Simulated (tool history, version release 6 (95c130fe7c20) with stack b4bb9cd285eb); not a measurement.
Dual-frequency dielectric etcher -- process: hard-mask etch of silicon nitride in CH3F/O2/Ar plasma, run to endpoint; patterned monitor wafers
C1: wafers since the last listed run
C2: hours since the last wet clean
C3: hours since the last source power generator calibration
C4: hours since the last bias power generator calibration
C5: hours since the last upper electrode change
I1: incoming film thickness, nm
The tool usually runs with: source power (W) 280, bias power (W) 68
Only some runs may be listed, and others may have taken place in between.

run 1 day=0 | source_power_(W)=230 bias_power_(W)=55 | C1=0 C2=157.3 C3=2109.4 C4=4364.2 C5=2730.3 | I1=54.3 | endpoint_time_(s)=103.7
run 2 day=0.854 | source_power_(W)=230 bias_power_(W)=55 | C1=275 C2=177.8 C3=2129.9 C4=4384.7 C5=2750.8 | I1=54.5 | endpoint_time_(s)=103.4
run 3 day=1.458 | source_power_(W)=230 bias_power_(W)=55 | C1=194 C2=192.3 C3=2144.4 C4=4399.2 C5=2765.3 | I1=54.6 | endpoint_time_(s)=103.5
run 4 day=1.821 | source_power_(W)=330 bias_power_(W)=68 | C1=116 C2=201 C3=2153.1 C4=4407.9 C5=2774 | I1=54.6 | endpoint_time_(s)=84.5
run 5 day=2.192 | source_power_(W)=330 bias_power_(W)=68 | C1=119 C2=209.9 C3=2162 C4=4416.8 C5=2782.9 | I1=55 | endpoint_time_(s)=84.7
run 6 day=2.833 | source_power_(W)=280 bias_power_(W)=68 | C1=206 C2=225.3 C3=2177.4 C4=4432.2 C5=2798.3 | I1=54.8 | endpoint_time_(s)=89.2
run 7 day=3.092 | source_power_(W)=280 bias_power_(W)=68 | C1=83 C2=231.5 C3=2183.6 C4=4438.4 C5=2804.5 | I1=54.6 | endpoint_time_(s)=88.3
run 8 day=3.817 | source_power_(W)=280 bias_power_(W)=68 | C1=233 C2=248.9 C3=2201 C4=4455.8 C5=2821.9 | I1=54 | endpoint_time_(s)=88.5
run 9 day=4.533 | source_power_(W)=280 bias_power_(W)=62 | C1=230 C2=266.1 C3=2218.2 C4=4473 C5=2839.1 | I1=54.8 | endpoint_time_(s)=92.6
run 10 day=5.221 | source_power_(W)=280 bias_power_(W)=62 | C1=221 C2=282.6 C3=2234.7 C4=4489.5 C5=2855.6 | I1=54.3 | endpoint_time_(s)=91.9
run 11 day=5.838 | source_power_(W)=320 bias_power_(W)=68 | C1=198 C2=297.4 C3=2249.5 C4=4504.3 C5=2870.4 | I1=54.8 | endpoint_time_(s)=84.9
run 12 day=6.146 | source_power_(W)=320 bias_power_(W)=68 | C1=99 C2=304.8 C3=2256.9 C4=4511.7 C5=2877.8 | I1=54.1 | endpoint_time_(s)=83.9
-- day=7.033 source power generator calibrated
run 13 day=7.054 | source_power_(W)=280 bias_power_(W)=68 | C1=238 C2=326.6 C3=0.5 C4=4533.5 C5=2899.6 | I1=54.7 | endpoint_time_(s)=88.6
run 14 day=7.575 | source_power_(W)=280 bias_power_(W)=68 | C1=167 C2=339.1 C3=13 C4=4546 C5=2912.1 | I1=54 | endpoint_time_(s)=87.7
run 15 day=7.992 | source_power_(W)=350 bias_power_(W)=64 | C1=134 C2=349.1 C3=23 C4=4556 C5=2922.1 | I1=54 | endpoint_time_(s)=83
run 16 day=8.642 | source_power_(W)=280 bias_power_(W)=68 | C1=209 C2=364.7 C3=38.6 C4=4571.6 C5=2937.7 | I1=54.2 | endpoint_time_(s)=87.4
-- day=10.092 wet clean of the chamber
-- day=10.308 upper electrode replaced
-- day=10.492 bias power generator calibrated
run 17 day=10.512 | source_power_(W)=220 bias_power_(W)=82 | C1=157 C2=10.1 C3=83.5 C4=0.5 C5=4.9 | I1=54.3 | endpoint_time_(s)=89.7
run 18 day=10.525 | source_power_(W)=280 bias_power_(W)=68 | C1=4 C2=10.4 C3=83.8 C4=0.8 C5=5.2 | I1=54.7 | endpoint_time_(s)=89.9
run 19 day=10.538 | source_power_(W)=280 bias_power_(W)=68 | C1=4 C2=10.7 C3=84.1 C4=1.1 C5=5.5 | I1=55 | endpoint_time_(s)=90.6
run 20 day=10.779 | source_power_(W)=240 bias_power_(W)=75 | C1=77 C2=16.5 C3=89.9 C4=6.9 C5=11.3 | I1=54.7 | endpoint_time_(s)=91.2
run 21 day=11.396 | source_power_(W)=240 bias_power_(W)=55 | C1=198 C2=31.3 C3=104.7 C4=21.7 C5=26.1 | I1=54.6 | endpoint_time_(s)=102.6
run 22 day=11.921 | source_power_(W)=280 bias_power_(W)=68 | C1=169 C2=43.9 C3=117.3 C4=34.3 C5=38.7 | I1=54.6 | endpoint_time_(s)=89.6
run 23 day=12.658 | source_power_(W)=310 bias_power_(W)=62 | C1=237 C2=61.6 C3=135 C4=52 C5=56.4 | I1=54.3 | endpoint_time_(s)=89
run 24 day=13.388 | source_power_(W)=230 bias_power_(W)=55 | C1=234 C2=79.1 C3=152.5 C4=69.5 C5=73.9 | I1=54.4 | endpoint_time_(s)=103.1
run 25 day=14.004 | source_power_(W)=260 bias_power_(W)=74 | C1=198 C2=93.9 C3=167.3 C4=84.3 C5=88.7 | I1=54.5 | endpoint_time_(s)=88.3
run 26 day=14.65 | source_power_(W)=260 bias_power_(W)=57 | C1=208 C2=109.4 C3=182.8 C4=99.8 C5=104.2 | I1=54.2 | endpoint_time_(s)=97.2
run 27 day=15.767 | source_power_(W)=350 bias_power_(W)=51 | C1=359 C2=136.2 C3=209.6 C4=126.6 C5=131 | I1=54.2 | endpoint_time_(s)=92
run 28 day=16.425 | source_power_(W)=340 bias_power_(W)=68 | C1=212 C2=152 C3=225.4 C4=142.4 C5=146.8 | I1=54.7 | endpoint_time_(s)=83.9
run 29 day=16.996 | source_power_(W)=240 bias_power_(W)=53 | C1=183 C2=165.7 C3=239.1 C4=156.1 C5=160.5 | I1=54.5 | endpoint_time_(s)=103.1

Pick out some run-to-run changes in endpoint time (s). Of each, how much would a tool without hidden state show as well, from the settings, what came in and chance, and how much is left for the hidden state and any gauge scatter not in both results compared?
Hidden state present: etch rate over this chamber's usual, %; source power that arrives over what is set, %; bias power that arrives over what is set, %.
Run 3 -> 4: source power (W) 230 -> 330, bias power (W) 55 -> 68. endpoint time (s) -19: hidden state +0.1, all else -19.1.
Run 16 -> 17: source power (W) 280 -> 220, bias power (W) 68 -> 82, wet clean of the chamber, upper electrode replaced, bias power generator calibrated. endpoint time (s) +2.3: hidden state +1.6, all else +0.7.
Run 28 -> 29: source power (W) 340 -> 240, bias power (W) 68 -> 53. endpoint time (s) +19.2: hidden state -0.3, all else +19.5.
